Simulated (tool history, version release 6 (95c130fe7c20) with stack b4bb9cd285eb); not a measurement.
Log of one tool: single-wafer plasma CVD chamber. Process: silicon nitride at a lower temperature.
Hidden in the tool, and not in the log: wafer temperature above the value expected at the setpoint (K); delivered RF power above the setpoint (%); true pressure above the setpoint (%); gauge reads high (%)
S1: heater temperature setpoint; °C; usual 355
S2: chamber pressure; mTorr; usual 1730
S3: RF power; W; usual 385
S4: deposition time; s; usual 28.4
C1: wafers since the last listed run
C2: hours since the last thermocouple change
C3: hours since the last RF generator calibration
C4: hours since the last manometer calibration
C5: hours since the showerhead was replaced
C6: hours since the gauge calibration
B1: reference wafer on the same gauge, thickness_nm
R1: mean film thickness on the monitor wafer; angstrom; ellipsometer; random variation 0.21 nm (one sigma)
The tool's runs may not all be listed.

Run 1, hour 0: usual settings; C1 0; C2 1904.9; C3 1856.3; C4 564.5; C5 4038.1; C6 455.4; B1 46.486. Result: R1 450.01 angstrom.
Run 2, hour 52.9: usual settings; C1 851; C2 1957.8; C3 1909.2; C4 617.4; C5 4091; C6 508.3; B1 46.522. Result: R1 458.2 angstrom.
Run 3, hour 124.3: usual settings but S4 24.6 s; C1 1149; C2 2029.2; C3 1980.6; C4 688.8; C5 4162.4; C6 579.7; B1 46.492. Result: R1 397.63 angstrom.
Run 4, hour 198.3: usual settings but S4 26.7 s; C1 1191; C2 2103.2; C3 2054.6; C4 762.8; C5 4236.4; C6 653.7; B1 46.522. Result: R1 432.5 angstrom.
Run 5, hour 275.3: usual settings; C1 1239; C2 2180.2; C3 2131.6; C4 839.8; C5 4313.4; C6 730.7; B1 46.503. Result: R1 464.3 angstrom.
Run 6, hour 370.5: usual settings; C1 1532; C2 2275.4; C3 2226.8; C4 935; C5 4408.6; C6 825.9; B1 46.534. Result: R1 461.55 angstrom.
Run 7, hour 461.8: usual settings but S3 365 W; C1 1469; C2 2366.7; C3 2318.1; C4 1026.3; C5 4499.9; C6 917.2; B1 46.527. Result: R1 453.88 angstrom.
Run 8, hour 500: usual settings but S3 365 W; C1 614; C2 2404.9; C3 2356.3; C4 1064.5; C5 4538.1; C6 955.4; B1 46.498. Result: R1 454.84 angstrom.
At hour 534.9: thermocouple changed; heater temperature recalibrated.
At hour 563.5: capacitance manometer re-zeroed and calibrated.
Run 9, hour 579.4: usual settings but S1 350 °C, S4 26.5 s; C1 1020; C2 44.5; C3 2435.7; C4 15.9; C5 4617.5; C6 1034.8; B1 46.51. Result: R1 424.06 angstrom.
At hour 625.1: showerhead replaced, of another model than before.
Run 10, hour 633.6: usual settings but S1 350 °C, S4 26.5 s; C1 743; C2 98.7; C3 2489.9; C4 70.1; C5 8.5; C6 1089; B1 46.463. Result: R1 422.22 angstrom.
Run 11, hour 673.8: usual settings but S1 342 °C; C1 647; C2 138.9; C3 2530.1; C4 110.3; C5 48.7; C6 1129.2; B1 46.491. Result: R1 458.18 angstrom.
At hour 695.5: RF generator calibrated.
Run 12, hour 718.8: usual settings but S3 340 W; C1 595; C2 183.9; C3 23.3; C4 155.3; C5 93.7; C6 1174.2; B1 46.512. Result: R1 440.6 angstrom.
At hour 759.6: gauge calibrated.
Run 13, hour 813.5: usual settings but S1 346 °C, S2 2090 mTorr; C1 1524; C2 278.6; C3 118; C4 250; C5 188.4; C6 53.9; B1 46.507. Result: R1 473.76 angstrom.
Run 14, hour 857.8: usual settings but S2 1470 mTorr; C1 713; C2 322.9; C3 162.3; C4 294.3; C5 232.7; C6 98.2; B1 46.484. Result: R1 440.36 angstrom.
Run 15, hour 911.8: usual settings but S1 364 °C, S3 355 W; C1 869; C2 376.9; C3 216.3; C4 348.3; C5 286.7; C6 152.2; B1 46.514. Result: R1 444.19 angstrom.
Run 16, hour 983.2: usual settings; C1 1149; C2 448.3; C3 287.7; C4 419.7; C5 358.1; C6 223.6; B1 46.498. Result: R1 458.07 angstrom.
Run 17, hour 1072.1: usual settings but S1 345 °C, S2 1510 mTorr, S3 310 W, S4 23.8 s; C1 1431; C2 537.2; C3 376.6; C4 508.6; C5 447; C6 312.5; B1 46.541. Result: R1 348.92 angstrom.
Run 18, hour 1127.5: usual settings but S1 364 °C, S3 355 W; C1 891; C2 592.6; C3 432; C4 564; C5 502.4; C6 367.9; B1 46.523. Result: R1 447.22 angstrom.

Run 19 comes next. What will it give?
Run 19, hour 1190.5: usual settings; C1 1014; C2 655.6; C3 495; C4 627; C5 565.4; C6 430.9; B1 ?. Result: R1 ?.

B1: 46.483
R1: 458.27 angstrom
Without the tool's hidden state the same run would have given R1 454.52 angstrom.
